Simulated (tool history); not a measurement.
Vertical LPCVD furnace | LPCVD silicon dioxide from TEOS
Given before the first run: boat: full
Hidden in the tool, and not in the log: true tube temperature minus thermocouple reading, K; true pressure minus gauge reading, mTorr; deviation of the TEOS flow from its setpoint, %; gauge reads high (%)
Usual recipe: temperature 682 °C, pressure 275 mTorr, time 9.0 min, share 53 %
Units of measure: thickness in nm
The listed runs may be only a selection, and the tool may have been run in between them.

run   hour  temperature  pressure  time  share  wafers since the last listed run  hours since the last temperature calibration  hours since the pressure gauge was zeroed  hours since the TEOS flow controller was replaced  hours since the gauge calibration  read-back reference wafer on the same gauge, thickness  thickness
  1    0.0          682       275   9.0     53                                 0                                        1742.2                                     2573.0                                             4994.2                              263.3                                                   35.92      37.41
  2   45.7          682       275  10.5     53                               576                                        1787.9                                     2618.7                                             5039.9                              309.0                                                   35.91      43.69
  3  111.4          682       275   9.0     53                               829                                        1853.6                                     2684.4                                             5105.6                              374.7                                                   35.91      37.56
  4  202.8          682       275   9.0     53                              1153                                        1945.0                                     2775.8                                             5197.0                              466.1                                                   35.86      37.50
  5  309.6          682       295   9.0     53                              1347                                        2051.8                                     2882.6                                             5303.8                              572.9                                                   35.91      38.72
     360.0  -- thermocouples replaced and temperature profile calibrated
     370.5  -- TEOS flow controller replaced
  6  371.0          682       295   9.0     53                               339                                          11.0                                     2944.0                                                0.5                              634.3                                                   35.91      38.81
  7  375.0          682       295   9.0     53                                50                                          15.0                                     2948.0                                                4.5                              638.3                                                   35.90      38.81
  8  413.4          682       275   9.0     53                               484                                          53.4                                     2986.4                                               42.9                              676.7                                                   35.91      37.40
  9  447.0          682       275   9.0     53                               423                                          87.0                                     3020.0                                               76.5                              710.3                                                   35.89      37.45
 10  481.5          682       275   9.0     53                               435                                         121.5                                     3054.5                                              111.0                              744.8                                                   35.90      37.53
 11  514.2          675       310  11.0     56                               412                                         154.2                                     3087.2                                              143.7                              777.5                                                   35.90      42.00
     533.0  -- gauge calibrated
 12  543.7          672       275   9.0     53                               372                                         183.7                                     3116.7                                              173.2                               10.7                                                   35.93      29.44
 13  572.0          682       275   8.0     53                               357                                         212.0                                     3145.0                                              201.5                               39.0                                                   35.88      33.34
     631.1  -- pressure gauge zeroed
 14  631.6          682       220   9.0     53                               449                                         271.6                                        0.5                                              261.1                               98.6                                                   35.89      32.64
 15  673.9          671       275   9.0     45                               533                                         313.9                                       42.8                                              303.4                              140.9                                                   35.93      25.66
 16  725.6          682       275   5.5     63                               652                                         365.6                                       94.5                                              355.1                              192.6                                                   35.92      24.20
 17  758.4          689       275   9.0     53                               413                                         398.4                                      127.3                                              387.9                              225.4                                                   35.91      43.07
 18  825.7          690       305   9.0     53                               849                                         465.7                                      194.6                                              455.2                              292.7                                                   35.90      46.43
 19  882.9          682       275  10.5     53                               721                                         522.9                                      251.8                                              512.4                              349.9                                                   35.91      42.56

For run 20, what comes out?
 20  915.3          675       310  11.0     56                               408                                         555.3                                      284.2                                              544.8                              382.3                                                       ?          ?

read-back reference wafer on the same gauge, thickness: 35.90
thickness: 41.06 nm
Without the tool's hidden state the same run would have given thickness 40.89 nm.

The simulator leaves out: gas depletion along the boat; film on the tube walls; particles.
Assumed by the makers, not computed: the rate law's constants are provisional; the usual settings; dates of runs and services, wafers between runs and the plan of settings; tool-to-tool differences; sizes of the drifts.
